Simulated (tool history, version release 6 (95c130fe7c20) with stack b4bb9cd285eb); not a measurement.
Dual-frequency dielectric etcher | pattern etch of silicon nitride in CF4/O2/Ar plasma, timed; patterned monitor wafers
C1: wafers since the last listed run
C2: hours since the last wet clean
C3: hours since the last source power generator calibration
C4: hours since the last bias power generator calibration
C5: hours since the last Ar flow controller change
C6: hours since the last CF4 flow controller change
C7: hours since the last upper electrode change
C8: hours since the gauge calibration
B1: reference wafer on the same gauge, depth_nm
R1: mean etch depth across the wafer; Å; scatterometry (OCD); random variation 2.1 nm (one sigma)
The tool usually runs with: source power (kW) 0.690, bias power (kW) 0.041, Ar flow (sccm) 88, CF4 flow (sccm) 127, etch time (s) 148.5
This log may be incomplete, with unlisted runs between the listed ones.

{"run": 1, "hour": 0.0, "source power (kW)": 0.69, "bias power (kW)": 0.048, "Ar flow (sccm)": 88, "CF4 flow (sccm)": 111, "etch time (s)": 148.5, "C1": 0, "C2": 276.1, "C3": 1619.9, "C4": 2125.0, "C5": 3273.9, "C6": 399.1, "C7": 649.7, "C8": 670.3, "B1": 292.8, "R1": 3985}
{"hour": 40.4, "done": "Ar flow controller replaced"}
{"run": 2, "hour": 52.1, "source power (kW)": 0.69, "bias power (kW)": 0.033, "Ar flow (sccm)": 88, "CF4 flow (sccm)": 153, "etch time (s)": 148.5, "C1": 225, "C2": 328.2, "C3": 1672.0, "C4": 2177.1, "C5": 11.7, "C6": 451.2, "C7": 701.8, "C8": 722.4, "B1": 292.8, "R1": 3874}
{"run": 3, "hour": 112.8, "source power (kW)": 0.62, "bias power (kW)": 0.044, "Ar flow (sccm)": 71, "CF4 flow (sccm)": 127, "etch time (s)": 190.5, "C1": 296, "C2": 388.9, "C3": 1732.7, "C4": 2237.8, "C5": 72.4, "C6": 511.9, "C7": 762.5, "C8": 783.1, "B1": 292.7, "R1": 4323}
{"run": 4, "hour": 157.4, "source power (kW)": 0.69, "bias power (kW)": 0.041, "Ar flow (sccm)": 99, "CF4 flow (sccm)": 127, "etch time (s)": 131.5, "C1": 218, "C2": 433.5, "C3": 1777.3, "C4": 2282.4, "C5": 117.0, "C6": 556.5, "C7": 807.1, "C8": 827.7, "B1": 292.8, "R1": 3517}
{"run": 5, "hour": 242.6, "source power (kW)": 0.69, "bias power (kW)": 0.047, "Ar flow (sccm)": 88, "CF4 flow (sccm)": 127, "etch time (s)": 119.0, "C1": 416, "C2": 518.7, "C3": 1862.5, "C4": 2367.6, "C5": 202.2, "C6": 641.7, "C7": 892.3, "C8": 912.9, "B1": 293.2, "R1": 3282}
{"run": 6, "hour": 302.6, "source power (kW)": 0.69, "bias power (kW)": 0.041, "Ar flow (sccm)": 78, "CF4 flow (sccm)": 144, "etch time (s)": 148.5, "C1": 293, "C2": 578.7, "C3": 1922.5, "C4": 2427.6, "C5": 262.2, "C6": 701.7, "C7": 952.3, "C8": 972.9, "B1": 292.9, "R1": 4196}
{"hour": 380.7, "done": "wet clean of the chamber"}
{"run": 7, "hour": 381.2, "source power (kW)": 0.6, "bias power (kW)": 0.041, "Ar flow (sccm)": 88, "CF4 flow (sccm)": 127, "etch time (s)": 148.5, "C1": 267, "C2": 0.5, "C3": 2001.1, "C4": 2506.2, "C5": 340.8, "C6": 780.3, "C7": 1030.9, "C8": 1051.5, "B1": 293.0, "R1": 3128}
{"run": 8, "hour": 453.6, "source power (kW)": 0.64, "bias power (kW)": 0.031, "Ar flow (sccm)": 80, "CF4 flow (sccm)": 127, "etch time (s)": 148.5, "C1": 354, "C2": 72.9, "C3": 2073.5, "C4": 2578.6, "C5": 413.2, "C6": 852.7, "C7": 1103.3, "C8": 1123.9, "B1": 293.2, "R1": 3394}
{"hour": 480.2, "done": "source power generator calibrated"}
{"run": 9, "hour": 530.8, "source power (kW)": 0.69, "bias power (kW)": 0.041, "Ar flow (sccm)": 88, "CF4 flow (sccm)": 139, "etch time (s)": 148.5, "C1": 358, "C2": 150.1, "C3": 50.6, "C4": 2655.8, "C5": 490.4, "C6": 929.9, "C7": 1180.5, "C8": 1201.1, "B1": 292.9, "R1": 3664}
{"run": 10, "hour": 579.1, "source power (kW)": 0.69, "bias power (kW)": 0.041, "Ar flow (sccm)": 88, "CF4 flow (sccm)": 127, "etch time (s)": 148.5, "C1": 236, "C2": 198.4, "C3": 98.9, "C4": 2704.1, "C5": 538.7, "C6": 978.2, "C7": 1228.8, "C8": 1249.4, "B1": 292.8, "R1": 3657}
{"hour": 624.7, "done": "bias power generator calibrated"}
{"run": 11, "hour": 638.4, "source power (kW)": 0.69, "bias power (kW)": 0.041, "Ar flow (sccm)": 88, "CF4 flow (sccm)": 127, "etch time (s)": 148.5, "C1": 270, "C2": 257.7, "C3": 158.2, "C4": 13.7, "C5": 598.0, "C6": 1037.5, "C7": 1288.1, "C8": 1308.7, "B1": 292.9, "R1": 3613}
{"run": 12, "hour": 745.8, "source power (kW)": 0.69, "bias power (kW)": 0.036, "Ar flow (sccm)": 98, "CF4 flow (sccm)": 96, "etch time (s)": 163.5, "C1": 525, "C2": 365.1, "C3": 265.6, "C4": 121.1, "C5": 705.4, "C6": 1144.9, "C7": 1395.5, "C8": 1416.1, "B1": 292.6, "R1": 3668}
{"run": 13, "hour": 839.5, "source power (kW)": 0.69, "bias power (kW)": 0.041, "Ar flow (sccm)": 88, "CF4 flow (sccm)": 127, "etch time (s)": 148.5, "C1": 458, "C2": 458.8, "C3": 359.3, "C4": 214.8, "C5": 799.1, "C6": 1238.6, "C7": 1489.2, "C8": 1509.8, "B1": 293.1, "R1": 3659}
{"run": 14, "hour": 886.2, "source power (kW)": 0.69, "bias power (kW)": 0.041, "Ar flow (sccm)": 88, "CF4 flow (sccm)": 127, "etch time (s)": 148.5, "C1": 228, "C2": 505.5, "C3": 406.0, "C4": 261.5, "C5": 845.8, "C6": 1285.3, "C7": 1535.9, "C8": 1556.5, "B1": 293.1, "R1": 3707}
{"run": 15, "hour": 988.9, "source power (kW)": 0.54, "bias power (kW)": 0.041, "Ar flow (sccm)": 88, "CF4 flow (sccm)": 127, "etch time (s)": 148.5, "C1": 502, "C2": 608.2, "C3": 508.7, "C4": 364.2, "C5": 948.5, "C6": 1388.0, "C7": 1638.6, "C8": 1659.2, "B1": 293.2, "R1": 2225}
{"run": 16, "hour": 1064.7, "source power (kW)": 0.69, "bias power (kW)": 0.041, "Ar flow (sccm)": 108, "CF4 flow (sccm)": 127, "etch time (s)": 148.5, "C1": 370, "C2": 684.0, "C3": 584.5, "C4": 440.0, "C5": 1024.3, "C6": 1463.8, "C7": 1714.4, "C8": 1735.0, "B1": 293.1, "R1": 3612}
{"hour": 1152.3, "done": "wet clean of the chamber"}
{"run": 17, "hour": 1168.9, "source power (kW)": 0.69, "bias power (kW)": 0.047, "Ar flow (sccm)": 88, "CF4 flow (sccm)": 127, "etch time (s)": 119.0, "C1": 392, "C2": 16.6, "C3": 688.7, "C4": 544.2, "C5": 1128.5, "C6": 1568.0, "C7": 1818.6, "C8": 1839.2, "B1": 292.4, "R1": 3059}
{"run": 18, "hour": 1261.2, "source power (kW)": 0.69, "bias power (kW)": 0.041, "Ar flow (sccm)": 88, "CF4 flow (sccm)": 127, "etch time (s)": 148.5, "C1": 451, "C2": 108.9, "C3": 781.0, "C4": 636.5, "C5": 1220.8, "C6": 1660.3, "C7": 1910.9, "C8": 1931.5, "B1": 292.9, "R1": 3699}
{"run": 19, "hour": 1361.7, "source power (kW)": 0.69, "bias power (kW)": 0.041, "Ar flow (sccm)": 72, "CF4 flow (sccm)": 105, "etch time (s)": 148.5, "C1": 491, "C2": 209.4, "C3": 881.5, "C4": 737.0, "C5": 1321.3, "C6": 1760.8, "C7": 2011.4, "C8": 2032.0, "B1": 292.9, "R1": 3679}
{"run": 20, "hour": 1451.0, "source power (kW)": 0.64, "bias power (kW)": 0.047, "Ar flow (sccm)": 72, "CF4 flow (sccm)": 127, "etch time (s)": 121.0, "C1": 436, "C2": 298.7, "C3": 970.8, "C4": 826.3, "C5": 1410.6, "C6": 1850.1, "C7": 2100.7, "C8": 2121.3, "B1": 292.8, "R1": 2790}

What if the next run were any one of these 5? Each begins from the tool's condition after run 20:
{"run": "A", "hour": 1451.5, "source power (kW)": 0.69, "bias power (kW)": 0.041, "Ar flow (sccm)": 88, "CF4 flow (sccm)": 127, "etch time (s)": 119.5, "C1": 2, "C2": 299.2, "C3": 971.3, "C4": 826.8, "C5": 1411.1, "C6": 1850.6, "C7": 2101.2, "C8": 2121.8, "B1": "?", "R1": "?"}
{"run": "B", "hour": 1451.5, "source power (kW)": 0.84, "bias power (kW)": 0.049, "Ar flow (sccm)": 88, "CF4 flow (sccm)": 149, "etch time (s)": 148.5, "C1": 2, "C2": 299.2, "C3": 971.3, "C4": 826.8, "C5": 1411.1, "C6": 1850.6, "C7": 2101.2, "C8": 2121.8, "B1": "?", "R1": "?"}
{"run": "C", "hour": 1451.5, "source power (kW)": 0.78, "bias power (kW)": 0.046, "Ar flow (sccm)": 103, "CF4 flow (sccm)": 127, "etch time (s)": 148.5, "C1": 2, "C2": 299.2, "C3": 971.3, "C4": 826.8, "C5": 1411.1, "C6": 1850.6, "C7": 2101.2, "C8": 2121.8, "B1": "?", "R1": "?"}
{"run": "D", "hour": 1451.5, "source power (kW)": 0.69, "bias power (kW)": 0.041, "Ar flow (sccm)": 88, "CF4 flow (sccm)": 117, "etch time (s)": 148.5, "C1": 2, "C2": 299.2, "C3": 971.3, "C4": 826.8, "C5": 1411.1, "C6": 1850.6, "C7": 2101.2, "C8": 2121.8, "B1": "?", "R1": "?"}
{"run": "E", "hour": 1451.5, "source power (kW)": 0.69, "bias power (kW)": 0.05, "Ar flow (sccm)": 106, "CF4 flow (sccm)": 127, "etch time (s)": 148.5, "C1": 2, "C2": 299.2, "C3": 971.3, "C4": 826.8, "C5": 1411.1, "C6": 1850.6, "C7": 2101.2, "C8": 2121.8, "B1": "?", "R1": "?"}

run=A B1=292.8 R1=3016
run=B B1=292.8 R1=5515
run=C B1=292.8 R1=4636
run=D B1=292.8 R1=3695
run=E B1=292.8 R1=3833
Take away the tool's hidden state, keep each run's random variation, and the runs would have read:
run=A R1=2923
run=B R1=5343
run=C R1=4493
run=D R1=3581
run=E R1=3715
